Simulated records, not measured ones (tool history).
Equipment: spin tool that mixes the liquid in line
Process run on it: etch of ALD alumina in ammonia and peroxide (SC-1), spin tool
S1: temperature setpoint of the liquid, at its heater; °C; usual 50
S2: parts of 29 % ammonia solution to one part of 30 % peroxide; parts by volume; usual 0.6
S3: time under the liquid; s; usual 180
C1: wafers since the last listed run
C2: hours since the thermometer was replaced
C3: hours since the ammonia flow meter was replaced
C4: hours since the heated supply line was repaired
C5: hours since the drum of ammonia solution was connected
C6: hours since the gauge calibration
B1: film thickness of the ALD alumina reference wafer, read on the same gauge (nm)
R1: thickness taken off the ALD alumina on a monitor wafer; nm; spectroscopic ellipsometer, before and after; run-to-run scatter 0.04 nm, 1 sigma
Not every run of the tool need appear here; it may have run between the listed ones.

run	hour	S1	S2	S3	C1	C2	C3	C4	C5	C6	B1	R1
1	0	55.5	0.6	180	0	1010.7	1461.9	1637.1	957.7	254.3	59.98	12.27
2	13.3	46	0.6	180	86	1024	1475.2	1650.4	971	267.6	59.99	7.24
# hour 15.1: gauge calibrated
3	31.4	46	0.6	180	118	1042.1	1493.3	1668.5	989.1	16.3	59.99	7.28
4	46.4	46	0.6	180	98	1057.1	1508.3	1683.5	1004.1	31.3	59.96	7.25
5	63.5	50	0.7	180	111	1074.2	1525.4	1700.6	1021.2	48.4	60.01	9.2
6	97.1	44	0.6	180	219	1107.8	1559	1734.2	1054.8	82	59.98	6.41
7	122.9	44	0.6	180	168	1133.6	1584.8	1760	1080.6	107.8	60.01	6.42
# hour 137.5: heated supply line repaired
8	140.5	50	0.6	180	108	1151.2	1602.4	3	1098.2	125.4	59.98	10.24
# hour 142.1: new drum of ammonia solution connected
# hour 150.6: ammonia flow meter replaced
9	152.5	50	0.6	180	65	1163.2	1.9	15	10.4	137.4	60	10.22
10	165.6	50	0.6	180	85	1176.3	15	28.1	23.5	150.5	60.04	10.25
11	180.5	50	0.6	180	97	1191.2	29.9	43	38.4	165.4	60.02	10.21
12	212	50	0.7	210	205	1222.7	61.4	74.5	69.9	196.9	60.04	11.95
13	240.1	50	0.6	180	183	1250.8	89.5	102.6	98	225	59.98	10.18
14	274.1	47	0.9	270	222	1284.8	123.5	136.6	132	259	60.04	13.33
# hour 277.6: thermometer replaced
# hour 290.2: gauge calibrated
15	294.6	50	0.9	180	127	17	144	157.1	152.5	4.4	59.99	10.54

What does the tool deliver on the next run?
16	317.1	58	0.75	280	147	39.5	166.5	179.6	175	26.9	?	?

{"run 16": {"B1": 60.01, "R1": 24.75}}
The same run, on a tool lacking any hidden state, would have yielded R1 25.07 nm.
